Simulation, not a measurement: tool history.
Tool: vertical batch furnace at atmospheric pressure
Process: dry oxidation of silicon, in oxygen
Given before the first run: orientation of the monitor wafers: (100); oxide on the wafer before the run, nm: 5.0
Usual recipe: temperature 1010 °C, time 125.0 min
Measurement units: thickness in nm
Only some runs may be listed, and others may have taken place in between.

run	hour	temperature	time	read-back reference wafer on the same gauge, thickness	thickness
1	0.0	1010	125.0	100.54	85.40
2	21.2	1010	100.5	100.54	74.01
3	40.2	1010	100.5	100.51	74.03
4	66.5	1010	100.5	100.59	73.94
# hour 123.8: thermocouples replaced and temperature profile calibrated
5	124.3	1010	125.0	100.48	85.17
6	129.6	1020	125.0	100.54	94.22
7	152.9	1020	125.0	100.59	94.00
# hour 165.1: gauge calibrated
8	179.1	1010	92.0	100.58	69.94
9	207.5	1034	107.0	100.48	96.00
10	225.7	1033	125.0	100.58	104.48
11	238.0	1010	125.0	100.36	85.43
# hour 271.8: boat lift adjusted
12	272.3	1003	125.0	100.51	80.36
13	285.6	1010	104.5	100.40	75.72
14	309.6	1010	125.0	100.48	85.83
15	329.4	985	174.0	100.63	86.29
16	343.6	1020	187.0	100.57	123.70

Each row is a separate what-if for the run after 16, all from the same tool condition, not one after another. Results?
A	348.9	1010	140.5	?	?
B	348.9	995	125.0	?	?
C	348.9	1032	125.0	?	?
D	348.9	1017	97.0	?	?
E	348.9	1028	125.0	?	?

run	read-back reference wafer on the same gauge, thickness	thickness
A	100.61	93.08
B	100.61	74.66
C	100.61	104.43
D	100.61	77.34
E	100.61	100.93
Had the tool no hidden state, the same runs would have come out as:
run	thickness
A	93.08
B	74.66
C	104.43
D	77.34
E	100.93

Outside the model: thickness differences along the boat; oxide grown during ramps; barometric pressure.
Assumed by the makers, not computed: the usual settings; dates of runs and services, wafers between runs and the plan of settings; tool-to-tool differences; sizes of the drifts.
